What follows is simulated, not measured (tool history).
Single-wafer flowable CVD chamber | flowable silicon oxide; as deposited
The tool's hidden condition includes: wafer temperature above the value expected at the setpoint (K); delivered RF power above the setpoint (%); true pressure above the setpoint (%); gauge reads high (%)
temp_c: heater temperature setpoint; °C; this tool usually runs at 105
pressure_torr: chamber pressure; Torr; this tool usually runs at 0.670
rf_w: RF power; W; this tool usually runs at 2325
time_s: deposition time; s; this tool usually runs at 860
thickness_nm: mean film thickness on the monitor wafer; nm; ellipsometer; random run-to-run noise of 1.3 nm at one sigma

| run | hour | temp_c | pressure_torr | rf_w | time_s | wafers since the last listed run | hours since the last thermocouple change | hours since the last RF generator calibration | hours since the last manometer calibration | hours since the showerhead was replaced | hours since the gauge calibration | read-back reference wafer on the same gauge, thickness_nm | thickness_nm |
|---|---|---|---|---|---|---|---|---|---|---|---|---|---|
| 1 | 0.0 | 105 | 0.670 | 2325 | 860 | 0 | 1394.8 | 932.0 | 1730.5 | 4824.4 | 1062.3 | 400.152 | 365.648 |
| 2 | 59.3 | 105 | 0.670 | 2325 | 860 | 176 | 1454.1 | 991.3 | 1789.8 | 4883.7 | 1121.6 | 399.652 | 367.151 |
| 3 | 94.1 | 105 | 0.670 | 2325 | 860 | 103 | 1488.9 | 1026.1 | 1824.6 | 4918.5 | 1156.4 | 399.797 | 366.133 |
| 4 | 289.9 | 105 | 0.670 | 2325 | 860 | 582 | 1684.7 | 1221.9 | 2020.4 | 5114.3 | 1352.2 | 400.057 | 369.084 |
| 5 | 361.1 | 105 | 0.670 | 2325 | 860 | 211 | 1755.9 | 1293.1 | 2091.6 | 5185.5 | 1423.4 | 400.370 | 366.286 |
|  | 410.5 | capacitance manometer re-zeroed and calibrated |
| 6 | 417.2 | 105 | 0.670 | 2325 | 860 | 143 | 1812.0 | 1349.2 | 6.7 | 5241.6 | 1479.5 | 400.039 | 352.573 |
| 7 | 468.1 | 105 | 0.670 | 2020 | 860 | 151 | 1862.9 | 1400.1 | 57.6 | 5292.5 | 1530.4 | 400.297 | 346.339 |
| 8 | 649.0 | 105 | 0.670 | 2020 | 860 | 538 | 2043.8 | 1581.0 | 238.5 | 5473.4 | 1711.3 | 400.034 | 348.798 |
| 9 | 715.1 | 105 | 0.670 | 2020 | 860 | 196 | 2109.9 | 1647.1 | 304.6 | 5539.5 | 1777.4 | 400.244 | 351.612 |
|  | 734.8 | gauge calibrated |
| 10 | 764.0 | 105 | 0.670 | 2615 | 860 | 145 | 2158.8 | 1696.0 | 353.5 | 5588.4 | 29.2 | 400.014 | 364.576 |
|  | 811.2 | showerhead replaced |
| 11 | 822.6 | 105 | 0.670 | 2615 | 860 | 150 | 2217.4 | 1754.6 | 412.1 | 11.4 | 87.8 | 400.060 | 365.085 |
| 12 | 891.3 | 105 | 0.830 | 2470 | 860 | 204 | 2286.1 | 1823.3 | 480.8 | 80.1 | 156.5 | 399.914 | 452.789 |
| 13 | 927.5 | 113 | 0.515 | 2565 | 692 | 107 | 2322.3 | 1859.5 | 517.0 | 116.3 | 192.7 | 400.337 | 181.130 |
|  | 1024.5 | thermocouple changed; heater temperature recalibrated |
| 14 | 1103.7 | 113 | 0.598 | 2325 | 860 | 500 | 79.2 | 2035.7 | 693.2 | 292.5 | 368.9 | 399.769 | 258.458 |
| 15 | 1137.2 | 105 | 0.670 | 2325 | 860 | 99 | 112.7 | 2069.2 | 726.7 | 326.0 | 402.4 | 399.887 | 363.585 |
|  | 1160.1 | RF generator calibrated |
| 16 | 1195.5 | 105 | 0.670 | 2325 | 860 | 149 | 171.0 | 35.4 | 785.0 | 384.3 | 460.7 | 399.762 | 361.869 |
| 17 | 1297.0 | 112 | 0.670 | 2685 | 860 | 302 | 272.5 | 136.9 | 886.5 | 485.8 | 562.2 | 400.324 | 304.477 |
| 18 | 1336.8 | 105 | 0.670 | 2325 | 793 | 118 | 312.3 | 176.7 | 926.3 | 525.6 | 602.0 | 400.066 | 334.954 |
| 19 | 1371.0 | 114 | 0.834 | 2325 | 1006 | 101 | 346.5 | 210.9 | 960.5 | 559.8 | 636.2 | 399.988 | 412.171 |
| 20 | 1435.9 | 90 | 0.670 | 2325 | 860 | 193 | 411.4 | 275.8 | 1025.4 | 624.7 | 701.1 | 399.741 | 565.055 |
| 21 | 1503.9 | 111 | 0.670 | 2325 | 817 | 202 | 479.4 | 343.8 | 1093.4 | 692.7 | 769.1 | 400.332 | 290.855 |
| 22 | 1537.1 | 93 | 0.670 | 2325 | 860 | 98 | 512.6 | 377.0 | 1126.6 | 725.9 | 802.3 | 399.860 | 518.039 |
| 23 | 1574.5 | 105 | 0.670 | 2325 | 860 | 111 | 550.0 | 414.4 | 1164.0 | 763.3 | 839.7 | 399.921 | 364.872 |
| 24 | 1641.1 | 117 | 0.760 | 2325 | 860 | 198 | 616.6 | 481.0 | 1230.6 | 829.9 | 906.3 | 399.882 | 295.634 |
| 25 | 1671.6 | 105 | 0.670 | 2325 | 860 | 90 | 647.1 | 511.5 | 1261.1 | 860.4 | 936.8 | 400.154 | 365.545 |
| 26 | 1699.4 | 119 | 0.553 | 2325 | 860 | 82 | 674.9 | 539.3 | 1288.9 | 888.2 | 964.6 | 400.011 | 205.629 |
| 27 | 1768.0 | 105 | 0.670 | 2325 | 860 | 204 | 743.5 | 607.9 | 1357.5 | 956.8 | 1033.2 | 400.152 | 367.218 |
| 28 | 1814.8 | 100 | 0.567 | 2325 | 961 | 139 | 790.3 | 654.7 | 1404.3 | 1003.6 | 1080.0 | 400.216 | 403.745 |

4 options for the next run, each taken on its own from the tool as it stands now. Forecast them:
| A | 1815.4 | 105 | 0.670 | 2535 | 860 | 1 | 790.9 | 655.3 | 1404.9 | 1004.2 | 1080.6 | ? | ? |
| B | 1815.4 | 105 | 0.544 | 1905 | 860 | 1 | 790.9 | 655.3 | 1404.9 | 1004.2 | 1080.6 | ? | ? |
| C | 1815.4 | 110 | 0.756 | 1905 | 791 | 1 | 790.9 | 655.3 | 1404.9 | 1004.2 | 1080.6 | ? | ? |
| D | 1815.4 | 97 | 0.792 | 2325 | 860 | 1 | 790.9 | 655.3 | 1404.9 | 1004.2 | 1080.6 | ? | ? |

| run | read-back reference wafer on the same gauge, thickness_nm | thickness_nm |
|---|---|---|
| A | 399.679 | 371.135 |
| B | 399.679 | 289.266 |
| C | 399.679 | 318.500 |
| D | 399.679 | 548.565 |
With no hidden state in the tool, these same runs would have given:
| run | thickness_nm |
|---|---|
| A | 355.219 |
| B | 276.402 |
| C | 305.286 |
| D | 525.805 |
